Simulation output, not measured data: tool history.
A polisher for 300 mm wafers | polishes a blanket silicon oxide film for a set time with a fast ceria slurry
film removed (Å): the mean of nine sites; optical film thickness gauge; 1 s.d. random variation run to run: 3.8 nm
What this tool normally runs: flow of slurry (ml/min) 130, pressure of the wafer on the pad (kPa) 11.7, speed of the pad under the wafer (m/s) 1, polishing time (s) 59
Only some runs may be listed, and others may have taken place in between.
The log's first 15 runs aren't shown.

| run | hour | flow of slurry (ml/min) | pressure of the wafer on the pad (kPa) | speed of the pad under the wafer (m/s) | polishing time (s) | wafers since the last listed run | wafers polished on this pad | hours since the slurry nozzle was cleaned | hours since the head pressure was calibrated | incoming thickness of the incoming film, nm | film removed (Å) |
|---|---|---|---|---|---|---|---|---|---|---|---|
|  | 1486.7 | head pressure recalibrated |
| 16 | 1539.5 | 115 | 11.7 | 1 | 54 | 618 | 3077 | 261.8 | 52.8 | 3833.5 | 4734 |
| 17 | 1630.4 | 130 | 11.7 | 1 | 59 | 643 | 3720 | 352.7 | 143.7 | 3801.2 | 5333 |
| 18 | 1737.7 | 130 | 11.7 | 1.1 | 59 | 759 | 4480 | 460 | 251 | 3876.9 | 5831 |
|  | 1779.6 | worn pad replaced by a new one |
| 19 | 1780.1 | 130 | 11.7 | 1 | 59 | 271 | 3 | 502.4 | 293.4 | 3900.7 | 5617 |
| 20 | 1875.4 | 160 | 11.7 | 1 | 59 | 674 | 678 | 597.7 | 388.7 | 3820.4 | 5610 |
|  | 1905.2 | slurry nozzle cleaned |
| 21 | 1971.6 | 130 | 11.7 | 1 | 59 | 674 | 1352 | 66.4 | 484.9 | 3856.8 | 5398 |
| 22 | 2022.7 | 130 | 11.7 | 0.82 | 59 | 361 | 1713 | 117.5 | 536 | 3886.6 | 4369 |
| 23 | 2092.7 | 165 | 11.7 | 1 | 59 | 495 | 2209 | 187.5 | 606 | 3851.6 | 5487 |
| 24 | 2189.3 | 130 | 11.7 | 0.82 | 59 | 684 | 2893 | 284.1 | 702.6 | 3892.5 | 4395 |
| 25 | 2280.7 | 130 | 11.7 | 1 | 59 | 647 | 3540 | 375.5 | 794 | 3928 | 5204 |
| 26 | 2321.4 | 100 | 11.7 | 1 | 76 | 288 | 3829 | 416.2 | 834.7 | 3842.2 | 6587 |
|  | 2393.1 | worn pad replaced by a new one |
| 27 | 2394.6 | 130 | 14.5 | 1 | 49 | 490 | 10 | 489.4 | 907.9 | 3849.5 | 5716 |
| 28 | 2488.1 | 130 | 11.7 | 1 | 40 | 662 | 672 | 582.9 | 1001.4 | 3877.7 | 3642 |
| 29 | 2558.7 | 100 | 14.5 | 0.7 | 50 | 499 | 1172 | 653.5 | 1072 | 3902.6 | 3740 |
| 30 | 2607 | 130 | 11.7 | 1 | 59 | 342 | 1514 | 701.8 | 1120.3 | 3945.7 | 5338 |
|  | 2663 | slurry nozzle cleaned |
|  | 2665 | head pressure recalibrated |
| 31 | 2895.8 | 130 | 11.7 | 1 | 59 | 2023 | 3538 | 232.8 | 230.8 | 3816.1 | 5292 |
| 32 | 2991.5 | 130 | 11.7 | 0.68 | 39 | 677 | 4215 | 328.5 | 326.5 | 3926.5 | 2359 |
|  | 3086.2 | worn pad replaced by a new one |
| 33 | 3100.9 | 165 | 13.8 | 0.9 | 46 | 746 | 104 | 437.9 | 435.9 | 3831.1 | 4657 |

Forecast each of these 3 alternatives for the next run:
| A | 3101.3 | 130 | 11.7 | 1 | 59 | 2 | 106 | 438.3 | 436.3 | 3884.9 | ? |
| B | 3101.3 | 130 | 13.1 | 1 | 50 | 2 | 106 | 438.3 | 436.3 | 3884.9 | ? |
| C | 3101.3 | 130 | 14.5 | 1.12 | 43 | 2 | 106 | 438.3 | 436.3 | 3884.9 | ? |

| run | film removed (Å) |
|---|---|
| A | 5485 |
| B | 5158 |
| C | 5459 |
With no hidden state in the tool, these same runs would have given:
| run | film removed (Å) |
|---|---|
| A | 5555 |
| B | 5224 |
| C | 5529 |
